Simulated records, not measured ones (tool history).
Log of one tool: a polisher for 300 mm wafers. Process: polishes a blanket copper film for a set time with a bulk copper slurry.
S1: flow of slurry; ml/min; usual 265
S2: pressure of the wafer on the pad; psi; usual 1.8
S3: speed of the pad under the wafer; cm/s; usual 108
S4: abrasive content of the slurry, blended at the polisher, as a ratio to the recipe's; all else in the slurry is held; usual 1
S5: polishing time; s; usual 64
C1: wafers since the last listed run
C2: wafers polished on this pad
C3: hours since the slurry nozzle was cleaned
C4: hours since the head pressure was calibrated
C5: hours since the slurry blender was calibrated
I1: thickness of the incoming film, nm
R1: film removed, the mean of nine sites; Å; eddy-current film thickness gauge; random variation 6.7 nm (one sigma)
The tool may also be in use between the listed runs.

| run | day | S1 | S2 | S3 | S4 | S5 | C1 | C2 | C3 | C4 | C5 | I1 | R1 |
|---|---|---|---|---|---|---|---|---|---|---|---|---|---|
| 1 | 0 | 265 | 2 | 108 | 0.9 | 64 | 0 | 1308 | 513.5 | 927.5 | 155.6 | 3102.4 | 3900 |
|  | 0.725 | worn pad replaced by a new one |
| 2 | 0.879 | 265 | 2 | 108 | 0.9 | 64 | 143 | 31 | 534.6 | 948.6 | 176.7 | 3167 | 4291 |
| 3 | 1.817 | 265 | 1.8 | 108 | 1 | 64 | 189 | 220 | 557.1 | 971.1 | 199.2 | 3136.3 | 4072 |
| 4 | 3.204 | 265 | 1.8 | 108 | 1 | 64 | 280 | 500 | 590.4 | 1004.4 | 232.5 | 3116.1 | 3906 |
| 5 | 3.967 | 265 | 1.8 | 108 | 1 | 64 | 153 | 654 | 608.7 | 1022.7 | 250.8 | 3131.2 | 3802 |
|  | 4.35 | slurry blender recalibrated |
| 6 | 5.196 | 265 | 1.8 | 108 | 1 | 64 | 231 | 886 | 638.2 | 1052.2 | 20.3 | 3142 | 3744 |
| 7 | 6.575 | 265 | 1.8 | 108 | 1 | 64 | 278 | 1164 | 671.3 | 1085.3 | 53.4 | 3091.5 | 3637 |
| 8 | 7.938 | 265 | 1.8 | 108 | 1 | 64 | 275 | 1439 | 704 | 1118 | 86.1 | 3092.7 | 3505 |
|  | 8.167 | worn pad replaced by a new one |
| 9 | 9.079 | 265 | 1.8 | 108 | 0.9 | 64 | 196 | 184 | 731.4 | 1145.4 | 113.5 | 3115 | 3916 |
| 10 | 10.05 | 265 | 1.8 | 108 | 0.9 | 64 | 196 | 380 | 754.7 | 1168.7 | 136.8 | 3171 | 3753 |
| 11 | 11.2 | 265 | 1.4 | 108 | 1 | 64 | 232 | 612 | 782.3 | 1196.3 | 164.4 | 3177.7 | 3233 |
| 12 | 11.854 | 265 | 1.4 | 108 | 1 | 64 | 132 | 745 | 798 | 1212 | 180.1 | 3155.8 | 3260 |
| 13 | 12.725 | 265 | 1.8 | 108 | 1 | 64 | 175 | 920 | 818.9 | 1232.9 | 201 | 3143.8 | 3590 |
| 14 | 13.883 | 200 | 2.4 | 82 | 1 | 56 | 233 | 1154 | 846.7 | 1260.7 | 228.8 | 3136.9 | 3024 |
|  | 14.4 | worn pad replaced by a new one |
|  | 14.796 | slurry blender recalibrated |
|  | 15.704 | head pressure recalibrated |
| 15 | 15.725 | 205 | 1.8 | 146 | 1.15 | 56 | 304 | 233 | 890.9 | 0.5 | 22.3 | 3131.2 | 3887 |
| 16 | 16.875 | 265 | 1.8 | 108 | 1 | 64 | 232 | 465 | 918.5 | 28.1 | 49.9 | 3158.4 | 3733 |
|  | 17.708 | slurry nozzle cleaned |
| 17 | 17.729 | 265 | 2 | 108 | 1 | 64 | 164 | 630 | 0.5 | 48.6 | 70.4 | 3183.4 | 4442 |
| 18 | 19.058 | 265 | 1.8 | 90 | 1 | 64 | 268 | 898 | 32.4 | 80.5 | 102.3 | 3084.4 | 3573 |
| 19 | 20.5 | 305 | 1.8 | 108 | 1 | 64 | 291 | 1189 | 67 | 115.1 | 136.9 | 3105.1 | 4097 |
|  | 21.096 | worn pad replaced by a new one |
| 20 | 21.492 | 200 | 2.4 | 82 | 1 | 56 | 166 | 79 | 90.8 | 138.9 | 160.7 | 3159.4 | 3790 |
| 21 | 22.871 | 310 | 2.3 | 108 | 1 | 64 | 278 | 358 | 123.9 | 172 | 193.8 | 3078.6 | 5138 |
| 22 | 23.842 | 265 | 1.8 | 108 | 1 | 64 | 196 | 554 | 147.2 | 195.3 | 217.1 | 3204.7 | 4043 |

Forecast run 23:
| 23 | 24.854 | 265 | 2.2 | 108 | 1.2 | 64 | 204 | 758 | 171.5 | 219.6 | 241.4 | 3148.9 | ? |

R1: 4907 Å
Without the tool's hidden state the same run would have given R1 5546 Å.
